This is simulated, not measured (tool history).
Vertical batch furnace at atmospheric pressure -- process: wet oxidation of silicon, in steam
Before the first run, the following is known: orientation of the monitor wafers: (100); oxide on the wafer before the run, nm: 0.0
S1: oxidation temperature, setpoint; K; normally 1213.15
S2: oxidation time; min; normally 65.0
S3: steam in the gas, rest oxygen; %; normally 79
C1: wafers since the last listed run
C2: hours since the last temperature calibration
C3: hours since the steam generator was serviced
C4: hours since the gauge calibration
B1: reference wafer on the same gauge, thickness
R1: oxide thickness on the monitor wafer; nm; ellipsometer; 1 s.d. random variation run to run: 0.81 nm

run,hour,S1,S2,S3,C1,C2,C3,C4,B1,R1
1,0.0,1213.15,65.0,79,0,2985.5,521.0,161.1,194.82,208.87
2,24.6,1213.15,65.0,79,240,3010.1,545.6,185.7,194.72,209.01
3,53.7,1213.15,65.0,79,284,3039.2,574.7,214.8,194.96,208.87
4,70.8,1213.15,65.0,79,167,3056.3,591.8,231.9,194.99,208.94
5,92.9,1213.15,65.0,79,216,3078.4,613.9,254.0,194.95,208.92
6,114.7,1213.15,76.5,79,213,3100.2,635.7,275.8,194.93,240.21
7,137.0,1213.15,76.5,79,218,3122.5,658.0,298.1,195.07,239.08
8,167.5,1213.15,76.5,79,298,3153.0,688.5,328.6,195.26,237.97
9,196.4,1213.15,86.5,72,282,3181.9,717.4,357.5,195.01,244.21
10,225.4,1213.15,65.0,79,283,3210.9,746.4,386.5,194.82,208.30
11,244.7,1213.15,65.0,79,188,3230.2,765.7,405.8,195.09,209.11
12,263.9,1213.15,65.0,79,187,3249.4,784.9,425.0,194.67,208.34
13,288.6,1213.15,65.0,79,241,3274.1,809.6,449.7,195.12,207.26
14,318.4,1213.15,65.0,79,291,3303.9,839.4,479.5,195.03,206.90
15,346.6,1213.15,65.0,79,275,3332.1,867.6,507.7,194.78,205.24
16,367.3,1213.15,65.0,79,202,3352.8,888.3,528.4,194.76,207.19
17,398.8,1213.15,65.0,79,308,3384.3,919.8,559.9,195.17,206.64
# hour 432.9: thermocouples replaced and temperature profile calibrated
18,433.4,1213.15,55.5,88,103,0.5,954.4,594.5,195.24,198.42
19,452.2,1226.15,65.0,79,183,19.3,973.2,613.3,194.98,234.85
20,465.2,1198.15,47.5,91,127,32.3,986.2,626.3,194.92,151.36
21,493.1,1213.15,53.0,79,273,60.2,1014.1,654.2,194.90,173.98
22,520.2,1213.15,65.0,87,265,87.3,1041.2,681.3,195.08,222.25
23,555.0,1226.15,65.0,79,340,122.1,1076.0,716.1,195.03,234.90
# hour 604.7: steam generator serviced
# hour 624.6: gauge calibrated
24,654.9,1202.15,65.0,67,742,222.0,50.2,30.3,194.95,164.02
25,668.3,1228.15,49.0,79,131,235.4,63.6,43.7,195.01,197.73
26,703.4,1221.15,79.5,75,343,270.5,98.7,78.8,195.04,260.76
27,722.3,1189.15,42.5,70,184,289.4,117.6,97.7,194.88,100.75
28,751.4,1222.15,44.0,83,284,318.5,146.7,126.8,194.78,176.80
29,784.0,1213.15,65.0,79,319,351.1,179.3,159.4,195.25,211.10
30,817.9,1213.15,54.5,79,331,385.0,213.2,193.3,195.29,183.17
31,843.1,1213.15,65.0,79,246,410.2,238.4,218.5,194.99,211.01
32,865.8,1196.15,84.5,88,222,432.9,261.1,241.2,195.16,242.43
33,878.7,1213.15,65.0,79,126,445.8,274.0,254.1,195.02,211.13
34,894.1,1195.15,42.5,79,150,461.2,289.4,269.5,195.33,120.24
35,926.6,1229.15,65.0,69,318,493.7,321.9,302.0,195.00,222.92
36,949.3,1213.15,65.0,89,222,516.4,344.6,324.7,195.06,231.52

What if the next run were any one of these 5? Each begins from the tool's condition after run 36:
A,955.1,1228.15,65.0,79,56,522.2,350.4,330.5,?,?
B,955.1,1235.15,78.5,79,56,522.2,350.4,330.5,?,?
C,955.1,1213.15,65.0,73,56,522.2,350.4,330.5,?,?
D,955.1,1191.15,65.0,79,56,522.2,350.4,330.5,?,?
E,955.1,1232.15,65.0,79,56,522.2,350.4,330.5,?,?

run,B1,R1
A,194.95,246.29
B,194.95,304.79
C,194.95,198.00
D,194.95,166.79
E,194.95,256.16
Without the tool's hidden state the same runs would have given:
run,R1
A,249.50
B,308.60
C,200.71
D,169.18
E,259.47
